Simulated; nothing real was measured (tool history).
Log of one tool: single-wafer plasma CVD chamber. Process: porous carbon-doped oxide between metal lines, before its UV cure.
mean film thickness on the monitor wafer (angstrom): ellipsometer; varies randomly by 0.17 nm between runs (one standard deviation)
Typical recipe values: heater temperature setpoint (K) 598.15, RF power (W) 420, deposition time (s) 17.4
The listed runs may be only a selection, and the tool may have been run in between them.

| run | hour | heater temperature setpoint (K) | RF power (W) | deposition time (s) | wafers since the last listed run | hours since the last thermocouple change | hours since the last RF generator calibration | hours since the showerhead was replaced | hours since the gauge calibration | read-back reference wafer on the same gauge, thickness_nm | mean film thickness on the monitor wafer (angstrom) |
|---|---|---|---|---|---|---|---|---|---|---|---|
| 1 | 0 | 598.15 | 420 | 17.4 | 0 | 1273.9 | 1067.5 | 4240.2 | 293 | 76.274 | 780.75 |
| 2 | 27.1 | 598.15 | 420 | 17.4 | 1247 | 1301 | 1094.6 | 4267.3 | 320.1 | 76.313 | 781.3 |
| 3 | 49.5 | 598.15 | 420 | 17.4 | 1030 | 1323.4 | 1117 | 4289.7 | 342.5 | 76.287 | 782.49 |
| 4 | 77 | 601.15 | 420 | 17.4 | 1265 | 1350.9 | 1144.5 | 4317.2 | 370 | 76.316 | 772.59 |
|  | 95.7 | gauge calibrated |
| 5 | 101.7 | 601.15 | 420 | 17.4 | 1136 | 1375.6 | 1169.2 | 4341.9 | 6 | 76.285 | 770.31 |
| 6 | 124.7 | 601.15 | 420 | 17.4 | 1058 | 1398.6 | 1192.2 | 4364.9 | 29 | 76.291 | 771.67 |
| 7 | 165.5 | 598.15 | 420 | 17.4 | 1877 | 1439.4 | 1233 | 4405.7 | 69.8 | 76.34 | 781.98 |
| 8 | 191.6 | 598.15 | 420 | 17.4 | 1201 | 1465.5 | 1259.1 | 4431.8 | 95.9 | 76.263 | 784.33 |
| 9 | 209.7 | 598.15 | 420 | 17.4 | 833 | 1483.6 | 1277.2 | 4449.9 | 114 | 76.311 | 781.98 |
| 10 | 234 | 598.15 | 420 | 17.4 | 1118 | 1507.9 | 1301.5 | 4474.2 | 138.3 | 76.338 | 781.72 |
| 11 | 265.3 | 598.15 | 420 | 17.4 | 1440 | 1539.2 | 1332.8 | 4505.5 | 169.6 | 76.292 | 785.4 |
| 12 | 289.7 | 598.15 | 355 | 17.4 | 1123 | 1563.6 | 1357.2 | 4529.9 | 194 | 76.251 | 676.02 |
|  | 322.9 | thermocouple changed; heater temperature recalibrated |
| 13 | 323.4 | 598.15 | 355 | 17.4 | 1182 | 0.5 | 1390.9 | 4563.6 | 227.7 | 76.282 | 661.3 |
| 14 | 349 | 598.15 | 355 | 17.4 | 1178 | 26.1 | 1416.5 | 4589.2 | 253.3 | 76.265 | 661.72 |
| 15 | 361.6 | 598.15 | 350 | 17.4 | 579 | 38.7 | 1429.1 | 4601.8 | 265.9 | 76.322 | 653.35 |
| 16 | 379 | 598.15 | 390 | 17.4 | 800 | 56.1 | 1446.5 | 4619.2 | 283.3 | 76.274 | 721.26 |
| 17 | 408.6 | 598.15 | 355 | 17.4 | 1362 | 85.7 | 1476.1 | 4648.8 | 312.9 | 76.313 | 663.06 |
|  | 433.6 | RF generator calibrated |
| 18 | 434.1 | 586.15 | 490 | 14.5 | 805 | 111.2 | 0.5 | 4674.3 | 338.4 | 76.289 | 781.62 |
| 19 | 452.6 | 612.15 | 400 | 20.1 | 851 | 129.7 | 19 | 4692.8 | 356.9 | 76.285 | 815.31 |
|  | 489.8 | showerhead replaced |
| 20 | 490.3 | 598.15 | 420 | 17.4 | 1366 | 167.4 | 56.7 | 0.5 | 394.6 | 76.307 | 780.72 |
| 21 | 507.6 | 594.15 | 490 | 20.2 | 796 | 184.7 | 74 | 17.8 | 411.9 | 76.269 | 1033.84 |
| 22 | 527.7 | 598.15 | 390 | 19.1 | 925 | 204.8 | 94.1 | 37.9 | 432 | 76.331 | 803.39 |
|  | 536.4 | gauge calibrated |
| 23 | 545.8 | 598.15 | 420 | 17.4 | 833 | 222.9 | 112.2 | 56 | 9.4 | 76.317 | 780.28 |
| 24 | 571.3 | 586.15 | 420 | 17.4 | 1173 | 248.4 | 137.7 | 81.5 | 34.9 | 76.342 | 824.39 |
| 25 | 641.5 | 611.15 | 420 | 18.8 | 3231 | 318.6 | 207.9 | 151.7 | 105.1 | 76.301 | 798.85 |
| 26 | 662.4 | 598.15 | 420 | 17.4 | 961 | 339.5 | 228.8 | 172.6 | 126 | 76.284 | 777.53 |
| 27 | 696.8 | 591.15 | 500 | 19 | 1583 | 373.9 | 263.2 | 207 | 160.4 | 76.32 | 1001.84 |
| 28 | 714.4 | 598.15 | 420 | 17.4 | 810 | 391.5 | 280.8 | 224.6 | 178 | 76.316 | 778.91 |

Each row is a separate what-if for the run after 28, all from the same tool condition, not one after another. Results?
| A | 714.8 | 598.15 | 420 | 17.4 | 18 | 391.9 | 281.2 | 225 | 178.4 | ? | ? |
| B | 714.8 | 598.15 | 455 | 20.1 | 18 | 391.9 | 281.2 | 225 | 178.4 | ? | ? |
| C | 714.8 | 598.15 | 470 | 17.4 | 18 | 391.9 | 281.2 | 225 | 178.4 | ? | ? |

| run | read-back reference wafer on the same gauge, thickness_nm | mean film thickness on the monitor wafer (angstrom) |
|---|---|---|
| A | 76.302 | 778.49 |
| B | 76.302 | 956.91 |
| C | 76.302 | 853.35 |
Take away the tool's hidden state, keep each run's random variation, and the runs would have read:
| run | mean film thickness on the monitor wafer (angstrom) |
|---|---|
| A | 786.83 |
| B | 966.45 |
| C | 860.96 |

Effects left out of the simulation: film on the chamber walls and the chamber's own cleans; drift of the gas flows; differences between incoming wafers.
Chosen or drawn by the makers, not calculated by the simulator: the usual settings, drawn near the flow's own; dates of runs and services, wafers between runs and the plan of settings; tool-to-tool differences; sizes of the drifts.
